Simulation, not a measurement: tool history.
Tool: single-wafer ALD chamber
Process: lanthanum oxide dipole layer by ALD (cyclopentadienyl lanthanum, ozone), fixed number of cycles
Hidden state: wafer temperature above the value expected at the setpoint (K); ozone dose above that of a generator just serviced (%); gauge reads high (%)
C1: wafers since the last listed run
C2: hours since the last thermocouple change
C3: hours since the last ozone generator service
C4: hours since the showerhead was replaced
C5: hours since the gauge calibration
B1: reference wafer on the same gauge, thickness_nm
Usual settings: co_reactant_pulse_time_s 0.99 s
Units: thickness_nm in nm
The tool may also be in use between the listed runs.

Run 1, hour 0.0: usual settings; C1 0; C2 1263.8; C3 1505.0; C4 7620.7; C5 103.3; B1 0.428. Result: thickness_nm 0.404 nm.
Run 2, hour 6.9: usual settings; C1 166; C2 1270.7; C3 1511.9; C4 7627.6; C5 110.2; B1 0.428. Result: thickness_nm 0.402 nm.
Run 3, hour 15.1: usual settings but co_reactant_pulse_time_s 0.87 s; C1 198; C2 1278.9; C3 1520.1; C4 7635.8; C5 118.4; B1 0.428. Result: thickness_nm 0.375 nm.
Run 4, hour 33.0: usual settings but co_reactant_pulse_time_s 0.87 s; C1 432; C2 1296.8; C3 1538.0; C4 7653.7; C5 136.3; B1 0.428. Result: thickness_nm 0.373 nm.
Run 5, hour 48.4: usual settings but co_reactant_pulse_time_s 0.87 s; C1 372; C2 1312.2; C3 1553.4; C4 7669.1; C5 151.7; B1 0.428. Result: thickness_nm 0.371 nm.
At hour 70.2: ozone generator serviced.
At hour 76.8: thermocouple changed; heater temperature recalibrated.
Run 6, hour 77.3: usual settings but co_reactant_pulse_time_s 0.90 s; C1 346; C2 0.5; C3 7.1; C4 7698.0; C5 180.6; B1 0.428. Result: thickness_nm 0.442 nm.
At hour 86.6: showerhead replaced.
Run 7, hour 87.1: usual settings but co_reactant_pulse_time_s 0.76 s; C1 43; C2 10.3; C3 16.9; C4 0.5; C5 190.4; B1 0.428. Result: thickness_nm 0.408 nm.
Run 8, hour 97.0: usual settings but co_reactant_pulse_time_s 0.76 s; C1 239; C2 20.2; C3 26.8; C4 10.4; C5 200.3; B1 0.428. Result: thickness_nm 0.408 nm.
Run 9, hour 106.0: usual settings; C1 217; C2 29.2; C3 35.8; C4 19.4; C5 209.3; B1 0.428. Result: thickness_nm 0.455 nm.
Run 10, hour 117.8: usual settings; C1 285; C2 41.0; C3 47.6; C4 31.2; C5 221.1; B1 0.428. Result: thickness_nm 0.456 nm.
Run 11, hour 129.3: usual settings but co_reactant_pulse_time_s 0.79 s; C1 277; C2 52.5; C3 59.1; C4 42.7; C5 232.6; B1 0.428. Result: thickness_nm 0.415 nm.
Run 12, hour 145.5: usual settings but co_reactant_pulse_time_s 1.24 s; C1 391; C2 68.7; C3 75.3; C4 58.9; C5 248.8; B1 0.428. Result: thickness_nm 0.487 nm.
Run 13, hour 153.3: usual settings; C1 188; C2 76.5; C3 83.1; C4 66.7; C5 256.6; B1 0.428. Result: thickness_nm 0.456 nm.
Run 14, hour 160.1: usual settings but co_reactant_pulse_time_s 1.36 s; C1 164; C2 83.3; C3 89.9; C4 73.5; C5 263.4; B1 0.428. Result: thickness_nm 0.495 nm.
Run 15, hour 166.2: usual settings but co_reactant_pulse_time_s 0.89 s; C1 147; C2 89.4; C3 96.0; C4 79.6; C5 269.5; B1 0.428. Result: thickness_nm 0.436 nm.
At hour 170.1: gauge calibrated.
Run 16, hour 175.5: usual settings but co_reactant_pulse_time_s 1.31 s; C1 224; C2 98.7; C3 105.3; C4 88.9; C5 5.4; B1 0.428. Result: thickness_nm 0.494 nm.
Run 17, hour 191.6: usual settings but co_reactant_pulse_time_s 1.16 s; C1 389; C2 114.8; C3 121.4; C4 105.0; C5 21.5; B1 0.428. Result: thickness_nm 0.479 nm.
Run 18, hour 198.7: usual settings; C1 171; C2 121.9; C3 128.5; C4 112.1; C5 28.6; B1 0.428. Result: thickness_nm 0.454 nm.
Run 19, hour 212.8: usual settings but co_reactant_pulse_time_s 0.84 s; C1 340; C2 136.0; C3 142.6; C4 126.2; C5 42.7; B1 0.428. Result: thickness_nm 0.426 nm.

Forecast each of these 3 alternatives for the next run:
Run A, hour 213.2: usual settings; C1 9; C2 136.4; C3 143.0; C4 126.6; C5 43.1; B1 ?. Result: thickness_nm ?.
Run B, hour 213.2: usual settings but co_reactant_pulse_time_s 1.28 s; C1 9; C2 136.4; C3 143.0; C4 126.6; C5 43.1; B1 ?. Result: thickness_nm ?.
Run C, hour 213.2: usual settings but co_reactant_pulse_time_s 0.61 s; C1 9; C2 136.4; C3 143.0; C4 126.6; C5 43.1; B1 ?. Result: thickness_nm ?.

run     B1  thickness_nm
  A  0.428         0.456
  B  0.428         0.491
  C  0.428         0.359
Without the tool's hidden state the same runs would have given:
run  thickness_nm
  A         0.459
  B         0.493
  C         0.363
